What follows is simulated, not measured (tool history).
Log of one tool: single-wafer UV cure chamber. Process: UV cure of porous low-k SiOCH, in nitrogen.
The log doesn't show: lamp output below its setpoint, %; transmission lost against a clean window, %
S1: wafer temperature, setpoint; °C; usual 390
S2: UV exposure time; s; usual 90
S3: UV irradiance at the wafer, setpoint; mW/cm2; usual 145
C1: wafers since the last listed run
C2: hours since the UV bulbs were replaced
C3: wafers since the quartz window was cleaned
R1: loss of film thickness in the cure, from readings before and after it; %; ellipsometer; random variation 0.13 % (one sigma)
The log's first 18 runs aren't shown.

Run 19, hour 480.3: usual settings but S3 162 mW/cm2; C1 604; C2 1905.1; C3 4294. Result: R1 7.431 %.
Run 20, hour 496.5: usual settings but S3 163 mW/cm2; C1 143; C2 1921.3; C3 4438. Result: R1 7.313 %.
Run 21, hour 532.0: usual settings but S1 403 °C, S2 135 s; C1 313; C2 1956.8; C3 4751. Result: R1 8.541 %.
Run 22, hour 554.7: usual settings but S2 75 s, S3 112 mW/cm2; C1 200; C2 1979.5; C3 4952. Result: R1 5.038 %.
At hour 566.1: quartz window cleaned.
Run 23, hour 587.9: usual settings; C1 222; C2 2012.7; C3 192. Result: R1 7.831 %.
Run 24, hour 622.5: usual settings but S2 125 s, S3 130 mW/cm2; C1 305; C2 2047.3; C3 498. Result: R1 8.721 %.
Run 25, hour 636.2: usual settings but S2 55 s, S3 174 mW/cm2; C1 121; C2 2061.0; C3 619. Result: R1 6.554 %.
Run 26, hour 663.7: usual settings; C1 243; C2 2088.5; C3 862. Result: R1 7.980 %.
At hour 678.0: UV bulbs replaced.
Run 27, hour 696.3: usual settings; C1 217; C2 18.3; C3 1079. Result: R1 9.524 %.
Run 28, hour 772.2: usual settings but S1 397 °C, S3 111 mW/cm2; C1 670; C2 94.2; C3 1750. Result: R1 8.088 %.
Run 29, hour 790.0: usual settings but S2 125 s, S3 130 mW/cm2; C1 157; C2 112.0; C3 1908. Result: R1 9.808 %.
Run 30, hour 804.2: usual settings but S1 395 °C, S2 75 s, S3 162 mW/cm2; C1 125; C2 126.2; C3 2033. Result: R1 8.800 %.
Run 31, hour 829.2: usual settings but S1 372 °C, S2 120 s, S3 172 mW/cm2; C1 220; C2 151.2; C3 2254. Result: R1 10.478 %.
Run 32, hour 847.3: usual settings but S1 370 °C, S3 155 mW/cm2; C1 159; C2 169.3; C3 2414. Result: R1 8.736 %.
Run 33, hour 862.8: usual settings but S1 373 °C; C1 137; C2 184.8; C3 2551. Result: R1 8.586 %.
Run 34, hour 885.1: usual settings but S1 372 °C, S2 50 s; C1 197; C2 207.1; C3 2748. Result: R1 6.132 %.

Forecast each of these 5 alternatives for the next run:
Run A, hour 885.6: usual settings but S3 127 mW/cm2; C1 4; C2 207.6; C3 2753. Result: R1 ?.
Run B, hour 885.6: usual settings but S1 401 °C, S2 135 s, S3 125 mW/cm2; C1 4; C2 207.6; C3 2753. Result: R1 ?.
Run C, hour 885.6: usual settings but S3 174 mW/cm2; C1 4; C2 207.6; C3 2753. Result: R1 ?.
Run D, hour 885.6: usual settings but S2 50 s, S3 130 mW/cm2; C1 4; C2 207.6; C3 2753. Result: R1 ?.
Run E, hour 885.6: usual settings but S3 108 mW/cm2; C1 4; C2 207.6; C3 2753. Result: R1 ?.

run     R1
  A  7.971
  B  9.755
  C  9.262
  D  5.780
  E  7.322
Without the tool's hidden state the same runs would have given:
run      R1
  A   9.032
  B  10.866
  C  10.359
  D   6.762
  E   8.366
